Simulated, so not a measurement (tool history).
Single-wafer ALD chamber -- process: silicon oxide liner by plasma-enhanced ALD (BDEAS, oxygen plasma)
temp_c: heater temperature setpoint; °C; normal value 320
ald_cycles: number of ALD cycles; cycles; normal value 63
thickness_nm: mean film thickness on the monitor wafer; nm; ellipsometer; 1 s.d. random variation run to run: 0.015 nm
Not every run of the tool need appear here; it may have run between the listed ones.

run    hour  temp_c  ald_cycles  read-back reference wafer on the same gauge, thickness_nm  thickness_nm
  1       0     320          71                                                      7.213         6.775
  2    73.8     320          71                                                      7.213         6.739
  3     150     320          71                                                      7.212          6.76
  4   238.4     320          63                                                      7.218         6.001
  5   334.8     320          56                                                      7.212         5.313
  6     383     320          59                                                      7.207         5.602
  7   449.6     327          63                                                      7.217         5.935
  8   520.6     327          63                                                      7.207         5.948
  9   615.6     310          63                                                      7.216         6.064
 10   671.5     320          63                                                      7.201          5.99
 11   720.4     320          63                                                      7.213         5.981
 12   815.8     320          63                                                      7.211         5.984
 13   906.9     320          63                                                       7.21         5.986
 14   986.4     320          63                                                      7.203         5.978
 15  1023.8     320          66                                                      7.198         6.257
 16  1092.1     329          74                                                      7.208          6.92
 17    1185     320          75                                                      7.212         7.089
 18  1229.9     320          51                                                      7.201         4.831
 19  1307.7     326          53                                                      7.212         4.983
 20  1392.9     311          63                                                      7.207         6.061
 21  1455.8     320          63                                                      7.214         5.988
 22  1529.9     320          69                                                      7.205         6.538
 23  1648.1     320          71                                                       7.21         6.701
 24  1732.2     329          73                                                      7.216         6.827
 25    1822     311          71                                                      7.202         6.855
 26  1917.3     313          54                                                      7.214         5.218
 27  2110.5     320          63                                                       7.21         6.035
 28  2208.2     332          63                                                      7.222         5.891
 29  2483.2     312          63                                                      7.212         6.063
 30  2583.9     327          63                                                      7.205         5.919
 31  2638.8     331          51                                                      7.207         4.768

Taken out of this log: 2 entries between the listed runs. Where each belongs, and how the hidden state differs across it:
Between runs 16 and 17: gauge calibrated (hour 1105.8)
  wafer temperature above the value expected at the setpoint (K): 5.9 -> 6
  measured result minus the result with no hidden state, thickness_nm: -0.068 -> -0.07 nm
Between runs 25 and 26: thermocouple changed; heater temperature recalibrated (hour 1910)
  wafer temperature above the value expected at the setpoint (K): 6.49 -> 0.331
  measured result minus the result with no hidden state, thickness_nm: -0.073 -> -0.003 nm

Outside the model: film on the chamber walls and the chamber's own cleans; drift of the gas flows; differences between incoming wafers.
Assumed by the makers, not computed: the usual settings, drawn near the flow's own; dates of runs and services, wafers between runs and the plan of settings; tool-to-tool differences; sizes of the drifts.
